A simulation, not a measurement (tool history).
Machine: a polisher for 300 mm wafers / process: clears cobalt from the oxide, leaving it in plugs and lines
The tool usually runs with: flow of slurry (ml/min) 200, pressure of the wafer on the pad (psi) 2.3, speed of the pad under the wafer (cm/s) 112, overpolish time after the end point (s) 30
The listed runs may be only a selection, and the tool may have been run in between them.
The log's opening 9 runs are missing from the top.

run,hour,flow of slurry (ml/min),pressure of the wafer on the pad (psi),speed of the pad under the wafer (cm/s),overpolish time after the end point (s),"incoming thickness of the incoming film, nm",time until the end point was called (s),dishing of a wide line in a test structure (angstrom)
10,229.6,200,2.3,112,30,239.1,48.1,522
11,256.1,200,2.7,84,44,239.6,51.8,562
12,270.2,260,2.9,130,21,238.8,32.3,527
# hour 287.8: worn pad replaced by a new one, of another model than before
13,294.8,200,2.3,112,44,236.6,42.4,561
14,324.4,260,2.3,82,12,242.3,52.4,350
15,426.9,200,2.3,90,30,238.8,52.5,508
16,456.3,200,2.3,112,37,238.3,46.3,534
17,482,200,1.8,152,35,244.8,46.1,532
18,495.3,200,2.9,112,30,242.1,40.3,532
# hour 557.1: worn pad replaced by a new one
19,572.1,200,2.3,112,30,237.9,43.6,516
20,587.5,200,2.3,112,30,238.7,43.5,535
21,599.6,155,3,74,47,240.8,49.4,542
22,616.5,200,2.3,112,30,237.3,44.8,503
# hour 631.5: slurry nozzle cleaned
23,652.2,200,2.3,130,30,238.2,40.4,527
24,670.2,180,2.3,100,30,242.8,50.5,523
25,695.4,200,2.3,112,43,241,47.8,538
26,731,245,2.3,112,21,240.4,47.3,483
27,774.4,200,2.3,112,16,239.2,47.8,419
28,804.5,200,1.6,86,30,237.3,69.8,469
# hour 815.2: head pressure recalibrated
29,817,155,2.3,132,18,243.8,45.7,473
# hour 828.3: worn pad replaced by a new one
30,833.4,200,2.6,112,16,238.5,40,467
31,854,200,2.3,112,30,241.1,43.9,538
32,884,200,1.8,142,30,240.4,43.7,529
33,907,220,2.7,78,30,237.8,50.3,506
34,938.8,200,2.3,112,30,241.4,45.8,530

Alternative continuations, all from the tool just after run 34; predict every row:
A,939.2,200,1.8,112,30,239.7,?,?
B,939.2,260,2.8,72,30,239.7,?,?
C,939.2,200,2.3,138,30,239.7,?,?
D,939.2,130,2.3,112,42,239.7,?,?

run,time until the end point was called (s),dishing of a wide line in a test structure (angstrom)
A,52.3,505
B,50.5,509
C,39,529
D,46.6,538
With the hidden condition removed and each run's random variation left untouched, the same runs would have given:
run,time until the end point was called (s),dishing of a wide line in a test structure (angstrom)
A,48.9,512
B,47.2,516
C,36.5,533
D,43.6,541

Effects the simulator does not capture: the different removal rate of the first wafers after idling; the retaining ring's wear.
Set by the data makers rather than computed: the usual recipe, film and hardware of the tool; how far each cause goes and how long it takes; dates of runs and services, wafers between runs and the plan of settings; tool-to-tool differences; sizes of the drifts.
